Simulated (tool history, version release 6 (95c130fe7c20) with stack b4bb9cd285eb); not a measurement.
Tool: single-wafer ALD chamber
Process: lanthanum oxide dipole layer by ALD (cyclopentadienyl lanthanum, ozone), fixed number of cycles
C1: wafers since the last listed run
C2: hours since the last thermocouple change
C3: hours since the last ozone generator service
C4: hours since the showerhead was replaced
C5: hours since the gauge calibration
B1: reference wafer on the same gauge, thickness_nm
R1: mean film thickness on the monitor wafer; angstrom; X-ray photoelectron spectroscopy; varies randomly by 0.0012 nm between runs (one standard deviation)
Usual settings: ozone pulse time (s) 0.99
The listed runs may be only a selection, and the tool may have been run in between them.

run 1 hour=0.0 | ozone_pulse_time_(s)=0.99 | C1=0 C2=756.2 C3=625.0 C4=4409.1 C5=285.4 | B1=0.528 | R1=4.61
run 2 hour=25.8 | ozone_pulse_time_(s)=0.99 | C1=372 C2=782.0 C3=650.8 C4=4434.9 C5=311.2 | B1=0.528 | R1=4.62
run 3 hour=76.2 | ozone_pulse_time_(s)=0.99 | C1=728 C2=832.4 C3=701.2 C4=4485.3 C5=361.6 | B1=0.528 | R1=4.61
run 4 hour=89.4 | ozone_pulse_time_(s)=0.99 | C1=190 C2=845.6 C3=714.4 C4=4498.5 C5=374.8 | B1=0.528 | R1=4.57
run 5 hour=112.9 | ozone_pulse_time_(s)=0.99 | C1=339 C2=869.1 C3=737.9 C4=4522.0 C5=398.3 | B1=0.528 | R1=4.57
-- hour=149.5 ozone generator serviced
run 6 hour=150.0 | ozone_pulse_time_(s)=0.99 | C1=420 C2=906.2 C3=0.5 C4=4559.1 C5=435.4 | B1=0.527 | R1=4.74
run 7 hour=161.5 | ozone_pulse_time_(s)=0.99 | C1=166 C2=917.7 C3=12.0 C4=4570.6 C5=446.9 | B1=0.528 | R1=4.72
run 8 hour=183.0 | ozone_pulse_time_(s)=0.99 | C1=310 C2=939.2 C3=33.5 C4=4592.1 C5=468.4 | B1=0.528 | R1=4.72
run 9 hour=214.9 | ozone_pulse_time_(s)=0.99 | C1=460 C2=971.1 C3=65.4 C4=4624.0 C5=500.3 | B1=0.528 | R1=4.70
-- hour=234.3 thermocouple changed; heater temperature recalibrated
run 10 hour=243.6 | ozone_pulse_time_(s)=1.29 | C1=299 C2=9.3 C3=94.1 C4=4652.7 C5=529.0 | B1=0.528 | R1=4.99
-- hour=274.4 gauge calibrated
run 11 hour=275.1 | ozone_pulse_time_(s)=0.70 | C1=455 C2=40.8 C3=125.6 C4=4684.2 C5=0.7 | B1=0.528 | R1=4.26
run 12 hour=288.4 | ozone_pulse_time_(s)=1.09 | C1=192 C2=54.1 C3=138.9 C4=4697.5 C5=14.0 | B1=0.528 | R1=4.82
run 13 hour=301.9 | ozone_pulse_time_(s)=0.76 | C1=195 C2=67.6 C3=152.4 C4=4711.0 C5=27.5 | B1=0.528 | R1=4.37
run 14 hour=326.3 | ozone_pulse_time_(s)=1.11 | C1=352 C2=92.0 C3=176.8 C4=4735.4 C5=51.9 | B1=0.528 | R1=4.80
run 15 hour=341.6 | ozone_pulse_time_(s)=0.71 | C1=221 C2=107.3 C3=192.1 C4=4750.7 C5=67.2 | B1=0.528 | R1=4.26
-- hour=360.8 showerhead replaced
run 16 hour=361.4 | ozone_pulse_time_(s)=0.99 | C1=170 C2=127.1 C3=211.9 C4=0.6 C5=87.0 | B1=0.528 | R1=4.69
run 17 hour=386.7 | ozone_pulse_time_(s)=0.68 | C1=365 C2=152.4 C3=237.2 C4=25.9 C5=112.3 | B1=0.528 | R1=4.20
run 18 hour=402.9 | ozone_pulse_time_(s)=0.99 | C1=234 C2=168.6 C3=253.4 C4=42.1 C5=128.5 | B1=0.528 | R1=4.69
run 19 hour=425.7 | ozone_pulse_time_(s)=0.99 | C1=329 C2=191.4 C3=276.2 C4=64.9 C5=151.3 | B1=0.528 | R1=4.65
run 20 hour=442.5 | ozone_pulse_time_(s)=1.18 | C1=242 C2=208.2 C3=293.0 C4=81.7 C5=168.1 | B1=0.528 | R1=4.86
run 21 hour=466.8 | ozone_pulse_time_(s)=1.31 | C1=351 C2=232.5 C3=317.3 C4=106.0 C5=192.4 | B1=0.528 | R1=4.96

Some steps in R1, run to run, broken into two amounts with sign: the step expected even without the hidden condition (settings, incoming material, random variation), and the rest, left for the hidden condition together with whatever gauge scatter is not in both the measured and the hidden-condition-free result:
The hidden state here: wafer temperature above the value expected at the setpoint (K); ozone dose above that of a generator just serviced (%); gauge reads high (%).
Run 5 -> 6: ozone generator serviced. R1 +0.17 angstrom: hidden state +0.13, all else +0.04.
Run 10 -> 11: ozone pulse time (s) 1.29 -> 0.70, gauge calibrated. R1 -0.73 angstrom: hidden state -0.01, all else -0.72.
Run 11 -> 12: ozone pulse time (s) 0.70 -> 1.09. R1 +0.56 angstrom: hidden state +0.00, all else +0.56.
Run 14 -> 15: ozone pulse time (s) 1.11 -> 0.71. R1 -0.54 angstrom: hidden state -0.02, all else -0.52.
